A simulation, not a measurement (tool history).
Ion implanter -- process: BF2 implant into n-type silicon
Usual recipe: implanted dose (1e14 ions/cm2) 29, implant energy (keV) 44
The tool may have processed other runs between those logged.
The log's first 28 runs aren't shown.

run      day  implanted dose (1e14 ions/cm2)  implant energy (keV)  read-back reference wafer on the same gauge, sheet resistance  sheet resistance of the implanted and annealed layer (ohm/square)
 29   93.412                           25.16                  39.5                                                         107.02                                                             121.63
 30   97.871                              29                    44                                                         106.96                                                             113.29
 31  100.821                              29                  50.5                                                         106.93                                                             104.26
 32  102.692                           26.06                    31                                                         106.95                                                             136.58
 33  105.912                           33.05                    35                                                         107.14                                                             126.87
 34  109.067                           25.82                    52                                                         106.93                                                             103.57
     113.508  -- Faraday cup replaced and dose calibrated
 35  113.529                              29                    44                                                         107.04                                                             112.72
 36  115.975                           23.49                    51                                                            107                                                             105.55

What if the next run were any one of these 5? Each begins from the tool's condition after run 36:
  A  115.992                              29                    44                                                              ?                                                                  ?
  B  115.992                           31.62                    29                                                              ?                                                                  ?
  C  115.992                           22.52                  29.5                                                              ?                                                                  ?
  D  115.992                           35.47                  37.5                                                              ?                                                                  ?
  E  115.992                              29                    59                                                              ?                                                                  ?

run  read-back reference wafer on the same gauge, sheet resistance  sheet resistance of the implanted and annealed layer (ohm/square)
  A                                                         106.98                                                             112.74
  B                                                         106.98                                                             139.29
  C                                                         106.98                                                             140.75
  D                                                         106.98                                                             121.25
  E                                                         106.98                                                              94.91
With the hidden condition removed and each run's random variation left untouched, the same runs would have given:
run  sheet resistance of the implanted and annealed layer (ohm/square)
  A                                                              113.7
  B                                                             140.32
  C                                                             141.79
  D                                                             122.23
  E                                                               95.8

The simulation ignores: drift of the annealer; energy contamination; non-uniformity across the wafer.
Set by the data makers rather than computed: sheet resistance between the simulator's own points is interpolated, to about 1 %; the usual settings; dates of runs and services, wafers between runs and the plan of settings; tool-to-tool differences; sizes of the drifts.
